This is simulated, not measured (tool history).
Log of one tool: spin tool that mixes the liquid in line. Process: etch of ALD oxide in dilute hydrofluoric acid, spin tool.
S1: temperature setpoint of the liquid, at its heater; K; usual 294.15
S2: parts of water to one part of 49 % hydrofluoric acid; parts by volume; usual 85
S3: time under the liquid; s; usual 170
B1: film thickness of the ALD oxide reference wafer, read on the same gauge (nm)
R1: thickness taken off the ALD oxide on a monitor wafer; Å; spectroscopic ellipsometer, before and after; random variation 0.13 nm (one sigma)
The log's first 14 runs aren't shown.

run 15 day=27.925 | S1=290.15 S2=60 S3=170 | B1=30.01 | R1=293.9
run 16 day=29.675 | S1=294.15 S2=85 S3=170 | B1=30.01 | R1=234.5
run 17 day=31.392 | S1=298.65 S2=70 S3=255 | B1=29.98 | R1=529.0
run 18 day=34.088 | S1=294.15 S2=85 S3=170 | B1=29.96 | R1=234.1
-- day=36.108 hydrofluoric acid flow meter replaced, repeated, since the last time left the tool worse
run 19 day=36.579 | S1=294.15 S2=85 S3=170 | B1=30.01 | R1=265.1
run 20 day=37.904 | S1=298.15 S2=85 S3=170 | B1=29.98 | R1=308.6
run 21 day=40.146 | S1=290.15 S2=70 S3=235 | B1=30.01 | R1=378.9
-- day=40.867 thermometer replaced
run 22 day=41.392 | S1=298.65 S2=105 S3=145 | B1=30.01 | R1=212.8
run 23 day=43.396 | S1=297.15 S2=45 S3=215 | B1=29.98 | R1=741.1
run 24 day=46.350 | S1=290.65 S2=55 S3=140 | B1=30.00 | R1=299.3
run 25 day=48.154 | S1=296.65 S2=120 S3=135 | B1=30.03 | R1=155.1
run 26 day=50.054 | S1=291.65 S2=85 S3=230 | B1=30.03 | R1=318.1
run 27 day=51.508 | S1=295.65 S2=85 S3=80 | B1=30.00 | R1=130.4
run 28 day=54.483 | S1=296.65 S2=85 S3=225 | B1=30.03 | R1=383.8
run 29 day=56.833 | S1=294.15 S2=55 S3=170 | B1=29.98 | R1=419.3
run 30 day=58.812 | S1=294.15 S2=45 S3=170 | B1=29.98 | R1=510.7
run 31 day=61.292 | S1=290.15 S2=45 S3=210 | B1=29.99 | R1=533.8
run 32 day=62.771 | S1=294.15 S2=85 S3=170 | B1=30.00 | R1=258.3
run 33 day=64.492 | S1=290.65 S2=105 S3=245 | B1=29.99 | R1=256.7

Forecast each of these 5 alternatives for the next run:
run A day=64.512 | S1=294.15 S2=85 S3=170 | B1=? | R1=?
run B day=64.512 | S1=295.65 S2=85 S3=170 | B1=? | R1=?
run C day=64.512 | S1=298.65 S2=85 S3=75 | B1=? | R1=?
run D day=64.512 | S1=292.65 S2=120 S3=170 | B1=? | R1=?
run E day=64.512 | S1=290.65 S2=65 S3=245 | B1=? | R1=?

run=A B1=30.00 R1=259.4
run=B B1=30.00 R1=275.7
run=C B1=30.00 R1=137.2
run=D B1=30.00 R1=166.0
run=E B1=30.00 R1=431.9
Without the tool's hidden state the same runs would have given:
run=A R1=265.9
run=B R1=282.8
run=C R1=140.7
run=D R1=170.4
run=E R1=442.6
